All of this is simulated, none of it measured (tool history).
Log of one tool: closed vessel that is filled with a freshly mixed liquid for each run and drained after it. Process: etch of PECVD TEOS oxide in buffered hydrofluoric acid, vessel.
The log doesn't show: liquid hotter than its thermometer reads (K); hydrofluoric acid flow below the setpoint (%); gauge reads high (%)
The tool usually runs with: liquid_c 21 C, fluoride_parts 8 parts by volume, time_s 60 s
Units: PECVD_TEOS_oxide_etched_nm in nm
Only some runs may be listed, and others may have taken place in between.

run	hour	liquid_c	fluoride_parts	time_s	wafers since the last listed run	hours since the thermometer was replaced	hours since the hydrofluoric acid flow meter was replaced	hours since the gauge calibration	read-back film thickness of the PECVD TEOS oxide reference wafer, read on the same gauge (nm)	PECVD_TEOS_oxide_etched_nm
1	0	21	8	85	0	1418.3	851.6	200.6	100	233.48
2	20.4	21	8	85	2812	1438.7	872	221	100.05	234.06
3	28	21	8	85	1047	1446.3	879.6	228.6	99.98	234.3
4	39.5	21	6	50	1585	1457.8	891.1	240.1	99.98	183.62
5	48	21	6	50	1171	1466.3	899.6	248.6	99.99	184.34
6	62.1	21	10.5	60	1943	1480.4	913.7	262.7	99.99	130.12
7	70.3	21	8	60	1130	1488.6	921.9	270.9	99.99	166.97
8	87.4	21	8	60	2357	1505.7	939	288	99.98	166.19
# hour 98.6: hydrofluoric acid flow meter replaced
# hour 98.7: gauge calibrated
9	102.7	21	8	75	1971	1521	4.1	4	100.01	207.93
10	116.2	21	8	75	1860	1534.5	17.6	17.5	99.98	208.81
11	132.8	21	6.5	60	2288	1551.1	34.2	34.1	100.03	205.16
12	146.7	21	6.5	60	1916	1565	48.1	48	100.01	205.48
13	162.3	21	8	60	2150	1580.6	63.7	63.6	100	166.78
14	173.4	22.5	6.5	95	1530	1591.7	74.8	74.7	99.98	353.81
15	184	23.5	10.5	85	1461	1602.3	85.4	85.3	99.97	211.1
16	193.5	23.5	10.5	85	1309	1611.8	94.9	94.8	99.99	212.77
# hour 200.5: thermometer replaced
17	208.8	19.5	8	60	1971	8.3	110.2	110.1	99.99	135.03
18	220.8	17.5	6	40	1654	20.3	122.2	122.1	99.99	107.17
19	233.8	17	10.5	50	1792	33.3	135.2	135.1	99.99	76.93
20	249.6	23	9.5	50	2178	49.1	151	150.9	99.98	117.29
21	259.8	24	6.5	60	1406	59.3	161.2	161.1	100.01	213.89
22	276.5	22.5	9	40	2302	76	177.9	177.8	100	94.87
23	286.7	26	8	60	1406	86.2	188.1	188	99.99	194.19
24	293.7	21	10.5	50	964	93.2	195.1	195	100.04	96.74
25	305.4	17.5	6	40	1612	104.9	206.8	206.7	100	107.29
26	314.3	21	5	60	1226	113.8	215.7	215.6	99.97	228.94
27	321.9	23.5	7	60	1047	121.4	223.3	223.2	99.99	198.64

Each row is a separate what-if for the run after 27, all from the same tool condition, not one after another. Results?
A	322.6	21	8	40	96	122.1	224	223.9	?	?
B	322.6	21	8	50	96	122.1	224	223.9	?	?
C	322.6	21	7	60	96	122.1	224	223.9	?	?
D	322.6	19.5	9.5	30	96	122.1	224	223.9	?	?
E	322.6	25	6.5	35	96	122.1	224	223.9	?	?

run	read-back film thickness of the PECVD TEOS oxide reference wafer, read on the same gauge (nm)	PECVD_TEOS_oxide_etched_nm
A	100	99.27
B	100	124.09
C	100	172.02
D	100	58.24
E	100	133.21
With no hidden state in the tool, these same runs would have given:
run	PECVD_TEOS_oxide_etched_nm
A	98.34
B	122.92
C	170.4
D	57.69
E	131.99

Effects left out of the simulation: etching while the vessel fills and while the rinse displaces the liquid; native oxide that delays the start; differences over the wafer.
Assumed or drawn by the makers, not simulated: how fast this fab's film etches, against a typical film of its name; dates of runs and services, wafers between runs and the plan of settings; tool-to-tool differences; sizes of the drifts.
